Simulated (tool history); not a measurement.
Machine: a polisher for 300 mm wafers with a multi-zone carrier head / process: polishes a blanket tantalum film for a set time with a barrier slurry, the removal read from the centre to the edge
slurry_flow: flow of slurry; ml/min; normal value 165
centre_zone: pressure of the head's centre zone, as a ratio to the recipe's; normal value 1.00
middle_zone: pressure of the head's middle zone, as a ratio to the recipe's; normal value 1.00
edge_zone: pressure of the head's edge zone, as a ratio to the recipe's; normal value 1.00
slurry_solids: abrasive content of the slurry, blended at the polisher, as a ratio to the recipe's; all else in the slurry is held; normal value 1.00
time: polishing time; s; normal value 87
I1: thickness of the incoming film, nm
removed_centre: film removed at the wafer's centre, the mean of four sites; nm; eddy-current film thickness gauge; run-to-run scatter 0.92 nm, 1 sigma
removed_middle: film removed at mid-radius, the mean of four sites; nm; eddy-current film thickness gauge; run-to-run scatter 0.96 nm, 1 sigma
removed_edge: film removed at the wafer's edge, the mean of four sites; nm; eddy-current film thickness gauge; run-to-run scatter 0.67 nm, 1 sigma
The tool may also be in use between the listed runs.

Run 1, hour 0.0: usual settings; I1 426.1. Result: removed_centre 76.7 nm, removed_middle 78.9 nm, removed_edge 78.0 nm.
At hour 18.5: worn pad replaced by a new one.
Run 2, hour 92.6: usual settings but slurry_flow 115 ml/min, slurry_solids 0.90; I1 417.6. Result: removed_centre 69.9 nm, removed_middle 70.3 nm, removed_edge 72.7 nm.
Run 3, hour 122.3: usual settings but middle_zone 0.93; I1 416.1. Result: removed_centre 79.1 nm, removed_middle 73.7 nm, removed_edge 79.7 nm.
At hour 126.3: centre zone pressure recalibrated.
Run 4, hour 139.5: usual settings but slurry_flow 195 ml/min, time 68 s; I1 418.0. Result: removed_centre 62.4 nm, removed_middle 62.6 nm, removed_edge 61.7 nm.
Run 5, hour 169.0: usual settings but centre_zone 1.07, middle_zone 1.09, time 106 s; I1 419.5. Result: removed_centre 99.6 nm, removed_middle 102.8 nm, removed_edge 94.1 nm.
Run 6, hour 192.4: usual settings; I1 418.9. Result: removed_centre 76.8 nm, removed_middle 76.4 nm, removed_edge 78.3 nm.
Run 7, hour 209.4: usual settings but edge_zone 0.96; I1 416.4. Result: removed_centre 76.5 nm, removed_middle 77.1 nm, removed_edge 76.6 nm.
Run 8, hour 244.1: usual settings but centre_zone 1.06, middle_zone 0.92, slurry_solids 0.75, time 97 s; I1 424.3. Result: removed_centre 82.9 nm, removed_middle 72.5 nm, removed_edge 78.4 nm.
Run 9, hour 297.2: usual settings but slurry_flow 180 ml/min, middle_zone 0.92, edge_zone 0.96; I1 425.3. Result: removed_centre 77.8 nm, removed_middle 74.0 nm, removed_edge 77.3 nm.
At hour 302.5: slurry nozzle cleaned.
At hour 319.8: worn pad replaced by a new one.
Run 10, hour 320.3: usual settings but centre_zone 1.08, edge_zone 0.91; I1 415.3. Result: removed_centre 89.7 nm, removed_middle 83.8 nm, removed_edge 80.0 nm.
Run 11, hour 347.9: usual settings but middle_zone 1.06; I1 424.3. Result: removed_centre 81.4 nm, removed_middle 87.6 nm, removed_edge 82.0 nm.
Run 12, hour 378.7: usual settings but slurry_flow 130 ml/min, time 114 s; I1 416.1. Result: removed_centre 97.8 nm, removed_middle 101.5 nm, removed_edge 101.7 nm.
Run 13, hour 390.8: usual settings; I1 423.7. Result: removed_centre 80.5 nm, removed_middle 80.2 nm, removed_edge 81.3 nm.
Run 14, hour 410.7: usual settings but middle_zone 0.96, slurry_solids 0.70; I1 412.6. Result: removed_centre 71.2 nm, removed_middle 67.8 nm, removed_edge 70.4 nm.
Run 15, hour 441.7: usual settings; I1 419.1. Result: removed_centre 78.9 nm, removed_middle 79.5 nm, removed_edge 80.5 nm.
Run 16, hour 465.1: usual settings; I1 417.9. Result: removed_centre 77.0 nm, removed_middle 79.5 nm, removed_edge 79.4 nm.
Run 17, hour 489.3: usual settings but centre_zone 1.09, middle_zone 0.89; I1 419.8. Result: removed_centre 84.5 nm, removed_middle 70.0 nm, removed_edge 80.1 nm.
Run 18, hour 516.8: usual settings but edge_zone 0.92, slurry_solids 1.10; I1 418.8. Result: removed_centre 80.7 nm, removed_middle 80.2 nm, removed_edge 77.4 nm.
Run 19, hour 572.6: usual settings; I1 413.2. Result: removed_centre 77.9 nm, removed_middle 76.6 nm, removed_edge 77.9 nm.
Run 20, hour 587.6: usual settings but middle_zone 0.94; I1 425.0. Result: removed_centre 78.0 nm, removed_middle 73.2 nm, removed_edge 78.9 nm.
At hour 595.3: worn pad replaced by a new one.
Run 21, hour 599.8: usual settings but slurry_flow 150 ml/min, middle_zone 0.93; I1 426.2. Result: removed_centre 80.7 nm, removed_middle 76.1 nm, removed_edge 81.2 nm.
Run 22, hour 623.4: usual settings but slurry_flow 215 ml/min, centre_zone 1.11, edge_zone 0.96, slurry_solids 1.15; I1 417.2. Result: removed_centre 99.2 nm, removed_middle 90.6 nm, removed_edge 87.3 nm.

Difference, measured minus no-hidden-state, one row per run. Run-to-run variation is common to both terms; the gauge's own scatter need not be:
Hidden state at play: removal rate lost through wear of the pad, %; slurry flow missing at the pad, %; deviation of the centre zone's pressure from its setpoint, %; deviation of the edge zone's pressure from its setpoint, %.
run  removed_centre  removed_middle  removed_edge
  1            -6.1            -6.3          -6.2
  2            -4.0            -4.0          -4.2
  3            -5.4            -5.0          -5.4
  4            -4.6            -4.6          -4.5
  5            -7.9            -8.2          -7.6
  6            -6.5            -6.4          -6.6
  7            -6.6            -6.7          -6.7
  8            -7.5            -6.6          -7.1
  9            -7.3            -6.9          -7.2
 10            -0.1            -0.1          -0.1
 11            -1.7            -1.8          -1.7
 12            -3.6            -3.8          -3.8
 13            -3.4            -3.4          -3.4
 14            -3.5            -3.3          -3.5
 15            -4.6            -4.7          -4.7
 16            -4.9            -5.1          -5.1
 17            -5.7            -4.8          -5.5
 18            -5.9            -5.8          -5.6
 19            -6.0            -5.9          -6.0
 20            -6.2            -5.7          -6.2
 21            -1.2            -1.1          -1.1
 22            -3.0            -2.8          -2.6

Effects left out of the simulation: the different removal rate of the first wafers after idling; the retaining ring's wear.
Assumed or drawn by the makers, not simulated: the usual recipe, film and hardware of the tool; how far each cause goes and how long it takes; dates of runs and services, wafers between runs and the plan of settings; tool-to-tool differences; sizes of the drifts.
